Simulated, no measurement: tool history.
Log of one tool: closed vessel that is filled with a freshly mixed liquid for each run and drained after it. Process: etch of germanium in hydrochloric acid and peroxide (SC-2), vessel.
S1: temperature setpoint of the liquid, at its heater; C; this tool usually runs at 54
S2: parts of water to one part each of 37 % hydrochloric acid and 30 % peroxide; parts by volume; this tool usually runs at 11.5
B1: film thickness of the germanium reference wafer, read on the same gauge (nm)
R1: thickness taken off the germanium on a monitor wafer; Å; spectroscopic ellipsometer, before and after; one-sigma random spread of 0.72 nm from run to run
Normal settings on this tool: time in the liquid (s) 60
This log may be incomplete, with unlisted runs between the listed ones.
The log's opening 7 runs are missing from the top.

{"run": 8, "hour": 546.4, "S1": 61, "S2": 14, "time in the liquid (s)": 60, "B1": 40.03, "R1": 2560.9}
{"run": 9, "hour": 622.3, "S1": 61, "S2": 14, "time in the liquid (s)": 60, "B1": 40.02, "R1": 2545.5}
{"hour": 675.4, "done": "chemicals flow meter replaced"}
{"hour": 748.7, "done": "gauge calibrated"}
{"run": 10, "hour": 845.2, "S1": 54, "S2": 11.5, "time in the liquid (s)": 35, "B1": 40.02, "R1": 1266.7}
{"run": 11, "hour": 942.9, "S1": 61.5, "S2": 11.5, "time in the liquid (s)": 60, "B1": 40.03, "R1": 2689.7}
{"run": 12, "hour": 1016.4, "S1": 61.5, "S2": 11.5, "time in the liquid (s)": 60, "B1": 39.99, "R1": 2700}
{"run": 13, "hour": 1066.6, "S1": 54, "S2": 11.5, "time in the liquid (s)": 60, "B1": 39.97, "R1": 2156.2}
{"run": 14, "hour": 1171.0, "S1": 54, "S2": 6.5, "time in the liquid (s)": 60, "B1": 40, "R1": 2252.6}
{"run": 15, "hour": 1236.8, "S1": 59, "S2": 16.5, "time in the liquid (s)": 80, "B1": 40.01, "R1": 3108.4}
{"hour": 1375.5, "done": "thermometer replaced"}
{"hour": 1433.5, "done": "chemicals flow meter replaced"}
{"run": 16, "hour": 1556.2, "S1": 51, "S2": 15, "time in the liquid (s)": 60, "B1": 39.99, "R1": 1923.3}
{"run": 17, "hour": 1598.5, "S1": 54, "S2": 11.5, "time in the liquid (s)": 60, "B1": 40.01, "R1": 2179.4}
{"hour": 1653.4, "done": "new drum of peroxide connected"}
{"run": 18, "hour": 1663.4, "S1": 54, "S2": 17, "time in the liquid (s)": 35, "B1": 39.96, "R1": 1190.1}
{"run": 19, "hour": 1741.7, "S1": 48, "S2": 17, "time in the liquid (s)": 90, "B1": 40, "R1": 2540.5}
{"run": 20, "hour": 1798.9, "S1": 54, "S2": 11.5, "time in the liquid (s)": 60, "B1": 40, "R1": 2175.2}
{"run": 21, "hour": 1880.6, "S1": 54, "S2": 11.5, "time in the liquid (s)": 60, "B1": 40, "R1": 2157.9}

For run 22, what comes out?
{"run": 22, "hour": 1920.4, "S1": 51, "S2": 11.5, "time in the liquid (s)": 60, "B1": "?", "R1": "?"}

B1: 40
R1: 1971.7 Å
With no hidden state in the tool, this same run would have given R1 2012 Å.
